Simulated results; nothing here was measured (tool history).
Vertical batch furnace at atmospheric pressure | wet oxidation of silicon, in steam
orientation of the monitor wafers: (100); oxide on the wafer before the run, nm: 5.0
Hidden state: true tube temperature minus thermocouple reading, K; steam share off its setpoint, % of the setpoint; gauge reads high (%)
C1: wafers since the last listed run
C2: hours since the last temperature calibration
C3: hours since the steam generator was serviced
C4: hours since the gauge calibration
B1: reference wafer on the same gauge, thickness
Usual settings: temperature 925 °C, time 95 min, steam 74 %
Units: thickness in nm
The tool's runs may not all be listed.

Run 1, hour 0: usual settings; C1 0; C2 1860.4; C3 1648.7; C4 1727.7; B1 239.59. Result: thickness 233.29 nm.
Run 2, hour 39.4: usual settings; C1 328; C2 1899.8; C3 1688.1; C4 1767.1; B1 240.25. Result: thickness 232.73 nm.
Run 3, hour 82.2: usual settings; C1 356; C2 1942.6; C3 1730.9; C4 1809.9; B1 240.03. Result: thickness 234.88 nm.
At hour 94.3: gauge calibrated.
Run 4, hour 168.5: usual settings; C1 719; C2 2028.9; C3 1817.2; C4 74.2; B1 239.46. Result: thickness 232.9 nm.
Run 5, hour 226.3: usual settings; C1 482; C2 2086.7; C3 1875; C4 132; B1 239.86. Result: thickness 233.16 nm.
Run 6, hour 290: usual settings; C1 531; C2 2150.4; C3 1938.7; C4 195.7; B1 240.02. Result: thickness 235 nm.
Run 7, hour 356.9: usual settings; C1 557; C2 2217.3; C3 2005.6; C4 262.6; B1 240.05. Result: thickness 232.44 nm.
Run 8, hour 440.5: usual settings but time 119.5 min, steam 69 %; C1 697; C2 2300.9; C3 2089.2; C4 346.2; B1 240.16. Result: thickness 264.95 nm.
Run 9, hour 480.6: usual settings but time 119.5 min, steam 69 %; C1 334; C2 2341; C3 2129.3; C4 386.3; B1 239.9. Result: thickness 262.29 nm.
Run 10, hour 586.7: usual settings but time 119.5 min, steam 69 %; C1 884; C2 2447.1; C3 2235.4; C4 492.4; B1 239.95. Result: thickness 264.51 nm.
Run 11, hour 625.2: usual settings; C1 321; C2 2485.6; C3 2273.9; C4 530.9; B1 240. Result: thickness 234.8 nm.
Run 12, hour 706: usual settings; C1 673; C2 2566.4; C3 2354.7; C4 611.7; B1 240.14. Result: thickness 232.79 nm.
Run 13, hour 770.9: usual settings but temperature 942 °C, steam 81 %; C1 541; C2 2631.3; C3 2419.6; C4 676.6; B1 239.9. Result: thickness 292.27 nm.
Run 14, hour 848.1: usual settings but steam 82 %; C1 643; C2 2708.5; C3 2496.8; C4 753.8; B1 239.94. Result: thickness 251.24 nm.
Run 15, hour 900: usual settings but temperature 934 °C, steam 82 %; C1 432; C2 2760.4; C3 2548.7; C4 805.7; B1 240.02. Result: thickness 274.48 nm.
Run 16, hour 958: usual settings; C1 483; C2 2818.4; C3 2606.7; C4 863.7; B1 239.93. Result: thickness 233.41 nm.
Run 17, hour 1153.4: usual settings but steam 68 %; C1 1629; C2 3013.8; C3 2802.1; C4 1059.1; B1 240.17. Result: thickness 214.2 nm.
Run 18, hour 1205.1: usual settings; C1 431; C2 3065.5; C3 2853.8; C4 1110.8; B1 239.92. Result: thickness 232.35 nm.
Run 19, hour 1295: usual settings but temperature 946 °C, time 66 min, steam 70 %; C1 749; C2 3155.4; C3 2943.7; C4 1200.7; B1 239.74. Result: thickness 204.04 nm.
Run 20, hour 1384.6: usual settings but temperature 946 °C; C1 747; C2 3245; C3 3033.3; C4 1290.3; B1 240. Result: thickness 282.62 nm.
Run 21, hour 1443: usual settings but temperature 903 °C, time 124 min, steam 62 %; C1 487; C2 3303.4; C3 3091.7; C4 1348.7; B1 240.2. Result: thickness 196.12 nm.
At hour 1585.7: steam generator serviced.
Run 22, hour 1598.2: usual settings but temperature 913 °C; C1 1094; C2 3458.6; C3 12.5; C4 1503.9; B1 240.21. Result: thickness 214.16 nm.
Run 23, hour 1680.2: usual settings; C1 683; C2 3540.6; C3 94.5; C4 1585.9; B1 240.38. Result: thickness 242.49 nm.
Run 24, hour 1720.8: usual settings but steam 81 %; C1 338; C2 3581.2; C3 135.1; C4 1626.5; B1 239.94. Result: thickness 259.97 nm.
Run 25, hour 1760.5: usual settings but temperature 902 °C, time 110 min, steam 69 %; C1 331; C2 3620.9; C3 174.8; C4 1666.2; B1 240.01. Result: thickness 204.47 nm.
At hour 1865.1: gauge calibrated.
At hour 1876.4: thermocouples replaced and temperature profile calibrated.
Run 26, hour 1876.9: usual settings; C1 770; C2 0.5; C3 291.2; C4 11.8; B1 240.15. Result: thickness 230.47 nm.
Run 27, hour 1925.3: usual settings but temperature 944 °C, time 82 min; C1 403; C2 48.9; C3 339.6; C4 60.2; B1 240.24. Result: thickness 247.08 nm.
Run 28, hour 1975: usual settings but time 48 min, steam 83 %; C1 414; C2 98.6; C3 389.3; C4 109.9; B1 239.78. Result: thickness 144.16 nm.
Run 29, hour 2053.4: usual settings but temperature 931 °C, time 65 min, steam 67 %; C1 653; C2 177; C3 467.7; C4 188.3; B1 239.8. Result: thickness 167.93 nm.
Run 30, hour 2118.9: usual settings; C1 546; C2 242.5; C3 533.2; C4 253.8; B1 240.01. Result: thickness 229.56 nm.
Run 31, hour 2188.3: usual settings but steam 70 %; C1 578; C2 311.9; C3 602.6; C4 323.2; B1 240.07. Result: thickness 221.48 nm.
Run 32, hour 2271.2: usual settings; C1 691; C2 394.8; C3 685.5; C4 406.1; B1 239.88. Result: thickness 230.81 nm.
Run 33, hour 2319.6: usual settings but temperature 914 °C; C1 403; C2 443.2; C3 733.9; C4 454.5; B1 240.43. Result: thickness 206.39 nm.
Run 34, hour 2401.9: usual settings but temperature 950 °C; C1 686; C2 525.5; C3 816.2; C4 536.8; B1 240.25. Result: thickness 295.32 nm.

3 ways to go on from here, each from the tool as it stands after run 34. What would each give?
Run A, hour 2408.2: usual settings but time 67.5 min; C1 52; C2 531.8; C3 822.5; C4 543.1; B1 ?. Result: thickness ?.
Run B, hour 2408.2: usual settings but temperature 919 °C; C1 52; C2 531.8; C3 822.5; C4 543.1; B1 ?. Result: thickness ?.
Run C, hour 2408.2: usual settings but temperature 907 °C, steam 68 %; C1 52; C2 531.8; C3 822.5; C4 543.1; B1 ?. Result: thickness ?.

run      B1  thickness
  A  240.22     173.52
  B  240.22     216.13
  C  240.22     175.91
Without the tool's hidden state the same runs would have given:
run  thickness
  A     172.66
  B     215.06
  C     174.84
